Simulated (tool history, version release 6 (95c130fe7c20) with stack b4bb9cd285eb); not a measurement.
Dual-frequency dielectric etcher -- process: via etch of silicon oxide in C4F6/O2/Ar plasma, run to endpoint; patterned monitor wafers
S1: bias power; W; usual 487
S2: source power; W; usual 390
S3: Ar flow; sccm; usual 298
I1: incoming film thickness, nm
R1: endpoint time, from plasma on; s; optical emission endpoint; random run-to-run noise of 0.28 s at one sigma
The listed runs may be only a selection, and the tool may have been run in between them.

run	hour	S1	S2	S3	I1	R1
1	0.0	487	390	246	192.0	40.7
2	46.0	438	390	298	191.3	41.7
# hour 76.1: wet clean of the chamber
3	105.7	487	310	243	190.7	45.3
4	139.9	487	390	298	190.3	42.9
5	197.6	487	390	298	192.2	42.4
6	228.5	487	390	250	191.4	41.6
7	261.0	487	390	250	192.2	41.7
8	330.3	487	390	298	191.4	41.6
9	370.4	487	390	298	191.6	41.1
# hour 414.3: upper electrode replaced
10	436.6	487	390	298	191.8	41.4
# hour 464.9: wet clean of the chamber
# hour 466.3: bias power generator calibrated
11	471.2	487	390	346	190.8	43.0
12	513.5	487	390	346	192.1	43.1
13	582.5	487	390	298	192.5	42.3
# hour 614.4: Ar flow controller replaced
14	614.9	526	290	361	191.2	46.3
15	681.3	487	390	260	192.4	41.4
16	727.1	561	390	298	193.2	40.5
17	778.9	487	480	298	192.2	38.7
# hour 804.1: wet clean of the chamber
18	812.0	572	440	340	191.6	40.1
19	881.5	487	390	348	190.2	42.6
20	940.0	487	390	246	191.7	41.4
21	986.4	487	390	298	189.3	41.4
22	1026.2	374	350	356	192.1	46.3
# hour 1061.1: source power generator calibrated
23	1075.1	368	430	252	191.2	41.3
24	1118.8	487	390	298	192.6	41.4
# hour 1154.0: wet clean of the chamber
25	1157.0	487	390	237	191.8	42.8
26	1291.2	487	360	277	189.2	43.1
27	1318.4	487	390	298	189.8	42.6
28	1379.6	572	320	298	191.3	43.4

5 options for the next run, each taken on its own from the tool as it stands now. Forecast them:
A	1380.0	487	390	298	191.8	?
B	1380.0	449	460	266	191.8	?
C	1380.0	487	390	338	191.8	?
D	1380.0	487	330	298	191.8	?
E	1380.0	487	390	269	191.8	?

run	R1
A	42.4
B	40.2
C	42.9
D	44.9
E	42.0
What these runs would have given with no unlogged condition in the tool:
run	R1
A	43.3
B	41.0
C	43.8
D	45.8
E	42.9
